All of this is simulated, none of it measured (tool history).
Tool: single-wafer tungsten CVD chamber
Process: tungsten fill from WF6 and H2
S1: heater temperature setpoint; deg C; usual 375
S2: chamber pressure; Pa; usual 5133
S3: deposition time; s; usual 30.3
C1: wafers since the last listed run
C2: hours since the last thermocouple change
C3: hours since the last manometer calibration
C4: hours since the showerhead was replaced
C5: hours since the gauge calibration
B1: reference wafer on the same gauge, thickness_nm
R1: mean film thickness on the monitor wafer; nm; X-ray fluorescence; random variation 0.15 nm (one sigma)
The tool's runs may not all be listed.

{"run": 1, "hour": 0.0, "S1": 383, "S2": 5133, "S3": 30.3, "C1": 0, "C2": 977.4, "C3": 1123.0, "C4": 3885.0, "C5": 153.5, "B1": 42.686, "R1": 52.937}
{"run": 2, "hour": 67.2, "S1": 383, "S2": 5133, "S3": 30.3, "C1": 2527, "C2": 1044.6, "C3": 1190.2, "C4": 3952.2, "C5": 220.7, "B1": 42.702, "R1": 52.597}
{"run": 3, "hour": 111.9, "S1": 383, "S2": 5133, "S3": 30.3, "C1": 1680, "C2": 1089.3, "C3": 1234.9, "C4": 3996.9, "C5": 265.4, "B1": 42.691, "R1": 52.674}
{"run": 4, "hour": 165.7, "S1": 375, "S2": 5466, "S3": 30.3, "C1": 2023, "C2": 1143.1, "C3": 1288.7, "C4": 4050.7, "C5": 319.2, "B1": 42.713, "R1": 47.791}
{"run": 5, "hour": 193.5, "S1": 375, "S2": 5133, "S3": 30.3, "C1": 1045, "C2": 1170.9, "C3": 1316.5, "C4": 4078.5, "C5": 347.0, "B1": 42.722, "R1": 45.675}
{"run": 6, "hour": 237.2, "S1": 375, "S2": 5133, "S3": 26.3, "C1": 1643, "C2": 1214.6, "C3": 1360.2, "C4": 4122.2, "C5": 390.7, "B1": 42.712, "R1": 39.499}
{"hour": 270.6, "done": "gauge calibrated"}
{"hour": 308.1, "done": "showerhead replaced"}
{"run": 7, "hour": 308.6, "S1": 375, "S2": 5133, "S3": 26.3, "C1": 2384, "C2": 1286.0, "C3": 1431.6, "C4": 0.5, "C5": 38.0, "B1": 42.712, "R1": 39.604}
{"run": 8, "hour": 336.6, "S1": 375, "S2": 5133, "S3": 30.3, "C1": 1052, "C2": 1314.0, "C3": 1459.6, "C4": 28.5, "C5": 66.0, "B1": 42.677, "R1": 45.699}
{"hour": 366.1, "done": "capacitance manometer re-zeroed and calibrated"}
{"run": 9, "hour": 386.3, "S1": 380, "S2": 5813, "S3": 25.4, "C1": 1568, "C2": 1363.7, "C3": 20.2, "C4": 78.2, "C5": 115.7, "B1": 42.694, "R1": 48.485}
{"run": 10, "hour": 435.9, "S1": 375, "S2": 5133, "S3": 34.7, "C1": 1865, "C2": 1413.3, "C3": 69.8, "C4": 127.8, "C5": 165.3, "B1": 42.686, "R1": 54.652}
{"hour": 449.5, "done": "thermocouple changed; heater temperature recalibrated"}
{"run": 11, "hour": 498.2, "S1": 366, "S2": 5133, "S3": 31.8, "C1": 2041, "C2": 48.7, "C3": 132.1, "C4": 190.1, "C5": 227.6, "B1": 42.688, "R1": 41.746}
{"run": 12, "hour": 560.3, "S1": 375, "S2": 5133, "S3": 34.8, "C1": 2335, "C2": 110.8, "C3": 194.2, "C4": 252.2, "C5": 289.7, "B1": 42.703, "R1": 53.717}
{"hour": 614.9, "done": "gauge calibrated"}
{"run": 13, "hour": 631.7, "S1": 375, "S2": 5133, "S3": 30.3, "C1": 2685, "C2": 182.2, "C3": 265.6, "C4": 323.6, "C5": 16.8, "B1": 42.736, "R1": 46.763}
{"run": 14, "hour": 673.1, "S1": 367, "S2": 6306, "S3": 25.3, "C1": 1556, "C2": 223.6, "C3": 307.0, "C4": 365.0, "C5": 58.2, "B1": 42.71, "R1": 38.744}
{"run": 15, "hour": 697.9, "S1": 375, "S2": 5546, "S3": 26.1, "C1": 932, "C2": 248.4, "C3": 331.8, "C4": 389.8, "C5": 83.0, "B1": 42.719, "R1": 42.297}

Forecast each of these 3 alternatives for the next run:
{"run": "A", "hour": 698.3, "S1": 375, "S2": 4253, "S3": 30.3, "C1": 15, "C2": 248.8, "C3": 332.2, "C4": 390.2, "C5": 83.4, "B1": "?", "R1": "?"}
{"run": "B", "hour": 698.3, "S1": 375, "S2": 5133, "S3": 33.2, "C1": 15, "C2": 248.8, "C3": 332.2, "C4": 390.2, "C5": 83.4, "B1": "?", "R1": "?"}
{"run": "C", "hour": 698.3, "S1": 375, "S2": 5133, "S3": 27.9, "C1": 15, "C2": 248.8, "C3": 332.2, "C4": 390.2, "C5": 83.4, "B1": "?", "R1": "?"}

run=A B1=42.677 R1=39.324
run=B B1=42.677 R1=50.786
run=C B1=42.677 R1=42.649
Without the tool's hidden state the same runs would have given:
run=A R1=41.150
run=B R1=53.096
run=C R1=44.590
